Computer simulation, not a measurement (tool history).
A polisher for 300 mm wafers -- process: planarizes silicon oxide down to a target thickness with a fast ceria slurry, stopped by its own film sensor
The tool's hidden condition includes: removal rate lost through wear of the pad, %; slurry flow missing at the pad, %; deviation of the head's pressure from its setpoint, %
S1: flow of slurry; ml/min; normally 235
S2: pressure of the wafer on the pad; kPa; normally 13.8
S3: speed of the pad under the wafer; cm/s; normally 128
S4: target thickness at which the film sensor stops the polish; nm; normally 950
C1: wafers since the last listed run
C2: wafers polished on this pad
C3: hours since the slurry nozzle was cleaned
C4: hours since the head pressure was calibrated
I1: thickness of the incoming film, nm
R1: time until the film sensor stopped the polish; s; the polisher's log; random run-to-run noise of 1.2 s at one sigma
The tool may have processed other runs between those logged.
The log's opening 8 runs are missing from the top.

run   hour   S1    S2   S3    S4   C1    C2     C3     C4      I1     R1
  9  435.4  235  13.8  144   950  648  3329  177.8  622.3  1854.4   67.9
 10  496.5  235  13.8  144   950  645  3974  238.9  683.4  1861.7   69.4
     520.8  -- head pressure recalibrated
 11  555.8  235  13.8  144   950  605  4580  298.2   35.0  1819.0   63.6
     604.9  -- worn pad replaced by a new one
 12  608.1  235  13.8  128   950  510    33  350.5   87.3  1793.1   69.7
 13  653.7  235  13.8  128   950  481   515  396.1  132.9  1832.6   76.5
 14  723.1  235  13.8  128   950  733  1248  465.5  202.3  1843.8   75.6
 15  779.3  305  17.2  170  1237  593  1842  521.7  258.5  1809.3   30.9
 16  814.8  235  10.3   98   950  375  2217  557.2  294.0  1804.4  112.6
 17  859.0  205  11.7  128   950  466  2684  601.4  338.2  1843.4   87.9
 18  889.0  205  11.7  128   950  316  3001  631.4  368.2  1827.3   86.7

Run 19 is up next; what results do you expect?
 19  918.5  275  15.9  142  950  311  3313  660.9  397.7  1863.1   ?

For run 19 the tool returned R1 63.0 s.
Had the tool carried no hidden state, the very same run would have given R1 60.7 s.
